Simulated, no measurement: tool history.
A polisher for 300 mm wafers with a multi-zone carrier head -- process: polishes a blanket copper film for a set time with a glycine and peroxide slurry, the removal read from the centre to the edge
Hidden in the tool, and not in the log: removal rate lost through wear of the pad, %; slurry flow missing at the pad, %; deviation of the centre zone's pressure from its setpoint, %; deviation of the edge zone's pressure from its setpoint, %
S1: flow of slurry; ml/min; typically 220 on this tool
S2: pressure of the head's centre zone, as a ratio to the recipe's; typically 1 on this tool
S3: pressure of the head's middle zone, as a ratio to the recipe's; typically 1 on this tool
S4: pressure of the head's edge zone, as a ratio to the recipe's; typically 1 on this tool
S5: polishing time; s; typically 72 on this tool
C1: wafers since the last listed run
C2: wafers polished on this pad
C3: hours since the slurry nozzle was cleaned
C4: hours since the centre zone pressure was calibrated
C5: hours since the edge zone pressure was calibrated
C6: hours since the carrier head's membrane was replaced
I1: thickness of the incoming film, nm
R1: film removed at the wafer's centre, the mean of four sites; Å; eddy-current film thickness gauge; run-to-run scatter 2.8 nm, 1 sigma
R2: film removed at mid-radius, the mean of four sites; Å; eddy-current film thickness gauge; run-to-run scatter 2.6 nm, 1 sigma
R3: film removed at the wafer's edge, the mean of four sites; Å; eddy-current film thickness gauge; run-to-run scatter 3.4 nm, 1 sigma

run 1 hour=0 | S1=220 S2=1 S3=1.04 S4=1 S5=78 | C1=0 C2=407 C3=22.7 C4=363 C5=679.6 C6=204.1 | I1=1594.6 | R1=3157 R2=3364 R3=3220
-- hour=223.9 slurry nozzle cleaned
-- hour=256.3 worn pad replaced by a new one
run 2 hour=260 | S1=220 S2=1 S3=1.04 S4=1 S5=78 | C1=1511 C2=21 C3=36.1 C4=623 C5=939.6 C6=464.1 | I1=1605 | R1=3219 R2=3397 R3=3264
run 3 hour=359.4 | S1=220 S2=1 S3=1 S4=1 S5=72 | C1=589 C2=611 C3=135.5 C4=722.4 C5=1039 C6=563.5 | I1=1627.6 | R1=2953 R2=2947 R3=2900
-- hour=403.3 carrier head's membrane replaced by a new one
run 4 hour=436.5 | S1=220 S2=1 S3=1 S4=1 S5=72 | C1=427 C2=1038 C3=212.6 C4=799.5 C5=1116.1 C6=33.2 | I1=1604.1 | R1=2874 R2=2907 R3=2905
-- hour=443.9 centre zone pressure recalibrated
-- hour=457.7 edge zone pressure recalibrated
-- hour=481.3 slurry nozzle cleaned
run 5 hour=486.5 | S1=220 S2=1 S3=1 S4=1 S5=72 | C1=266 C2=1305 C3=5.2 C4=42.6 C5=28.8 C6=83.2 | I1=1616.3 | R1=2870 R2=2940 R3=2876
-- hour=516.7 worn pad replaced by a new one, of another model than before
run 6 hour=545.7 | S1=220 S2=1 S3=1 S4=1 S5=72 | C1=327 C2=172 C3=64.4 C4=101.8 C5=88 C6=142.4 | I1=1594.9 | R1=3018 R2=3058 R3=3029
run 7 hour=633.5 | S1=220 S2=1 S3=1 S4=1 S5=72 | C1=520 C2=692 C3=152.2 C4=189.6 C5=175.8 C6=230.2 | I1=1619.9 | R1=2902 R2=2929 R3=2945
run 8 hour=714.4 | S1=220 S2=1 S3=1 S4=1 S5=72 | C1=479 C2=1172 C3=233.1 C4=270.5 C5=256.7 C6=311.1 | I1=1637.3 | R1=2897 R2=2934 R3=2893
-- hour=735.5 slurry nozzle cleaned
run 9 hour=761.7 | S1=220 S2=1 S3=1 S4=1 S5=72 | C1=274 C2=1446 C3=26.2 C4=317.8 C5=304 C6=358.4 | I1=1608.8 | R1=2871 R2=2914 R3=2886
-- hour=821.3 worn pad replaced by a new one
run 10 hour=1004.2 | S1=220 S2=1 S3=0.95 S4=1 S5=90 | C1=1414 C2=1084 C3=268.7 C4=560.3 C5=546.5 C6=600.9 | I1=1620.9 | R1=3595 R2=3589 R3=3647
-- hour=1012.1 slurry nozzle cleaned
run 11 hour=1049.8 | S1=150 S2=1.09 S3=1.1 S4=1 S5=78 | C1=264 C2=1348 C3=37.7 C4=605.9 C5=592.1 C6=646.5 | I1=1588.7 | R1=3083 R2=3114 R3=2940
-- hour=1113.8 carrier head's membrane replaced by a new one
-- hour=1122 worn pad replaced by a new one
run 12 hour=1136.5 | S1=165 S2=0.93 S3=1 S4=0.95 S5=86 | C1=460 C2=85 C3=124.4 C4=692.6 C5=678.8 C6=22.7 | I1=1635.7 | R1=3141 R2=3435 R3=3368

Predict the results of run 13:
run 13 hour=1190.9 | S1=220 S2=1 S3=1 S4=1 S5=72 | C1=322 C2=408 C3=178.8 C4=747 C5=733.2 C6=77.1 | I1=1608.4 | R1=? R2=? R3=?

{"run 13": {"R1": 2953, "R2": 2974, "R3": 2927}}
Had the tool carried no hidden state, the very same run would have given R1 3049 Å, R2 3071 Å, R3 3023 Å.
